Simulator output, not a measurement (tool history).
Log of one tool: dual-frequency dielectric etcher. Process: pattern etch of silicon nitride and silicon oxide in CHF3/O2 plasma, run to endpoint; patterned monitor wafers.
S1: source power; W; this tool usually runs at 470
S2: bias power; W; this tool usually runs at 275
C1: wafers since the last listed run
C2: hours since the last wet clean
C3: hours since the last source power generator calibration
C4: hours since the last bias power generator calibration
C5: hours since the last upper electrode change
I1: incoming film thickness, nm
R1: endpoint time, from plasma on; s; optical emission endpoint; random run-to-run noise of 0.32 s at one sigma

run   hour   S1   S2   C1     C2      C3      C4      C5     I1     R1
  1      0  470  275    0  162.1  1973.8  4354.6  3067.2  163.7  109.7
  2    8.3  470  275   53  170.4  1982.1  4362.9  3075.5  163.9    110
  3   34.1  470  239  164  196.2  2007.9  4388.7  3101.3  160.4  116.9
  4   40.8  470  301   42  202.9  2014.6  4395.4    3108  161.8  103.1
  5   51.6  380  275   69  213.7  2025.4  4406.2  3118.8  160.7  117.1
  6   64.8  380  275   84  226.9  2038.6  4419.4    3132    161  116.6
  7     71  380  275   39  233.1  2044.8  4425.6  3138.2  163.1  118.8
  8   84.9  470  258   88    247  2058.7  4439.5  3152.1  161.2  112.7
  9     95  470  258   64  257.1  2068.8  4449.6  3162.2  162.4  113.3
 10  106.2  470  258   71  268.3    2080  4460.8  3173.4    162  113.5
 11  117.8  470  275   74  279.9  2091.6  4472.4    3185  161.2  108.7
     132.7  -- bias power generator calibrated
 12  135.7  470  275   88  297.8  2109.5       3  3202.9  162.9  110.6
 13  142.2  470  275   41  304.3    2116     9.5  3209.4  162.3  109.4
 14    158  570  224  101  320.1  2131.8    25.3  3225.2  162.1  114.9
 15  185.4  470  275  175  347.5  2159.2    52.7  3252.6  160.5  109.2
 16  195.6  470  275   65  357.7  2169.4    62.9  3262.8  161.1  109.6
 17  203.5  400  307   50  365.6  2177.3    70.8  3270.7  162.3  109.2
     229.3  -- source power generator calibrated
     235.1  -- wet clean of the chamber
 18  235.6  370  230  142    0.5     6.3   102.9  3302.8  161.1  129.3
 19    236  470  275    2    0.9     6.7   103.3  3303.2  162.8  107.1
     260.3  -- upper electrode replaced
 20  260.8  540  275    5   25.7    31.5   128.1     0.5  161.5  101.5
 21  261.2  430  275    2   26.1    31.9   128.5     0.9    164  112.2
 22  272.5  530  217   72   37.4    43.2   139.8    12.2  161.6  118.1
 23  287.6  400  337   96   52.5    58.3   154.9    27.3    161  101.2
 24  304.4  500  244  107   69.3    75.1   171.7    44.1    162  112.6
 25  317.1  580  341   81     82    87.8   184.4    56.8  161.1   87.5
 26    327  470  249   63   91.9    97.7   194.3    66.7  162.4  114.1

Here are 3 independent what-if runs from the current tool condition. What would each one return?
  A  327.5  470  275   3  92.4  98.2  194.8  67.2  161.5   ?
  B  327.5  580  275   3  92.4  98.2  194.8  67.2  161.5   ?
  C  327.5  550  246   3  92.4  98.2  194.8  67.2  161.5   ?

run     R1
  A  107.4
  B   99.4
  C  108.2
The same runs, with their run-to-run variation unchanged, on a tool lacking any hidden condition would have given:
run     R1
  A  107.1
  B   99.1
  C  107.8
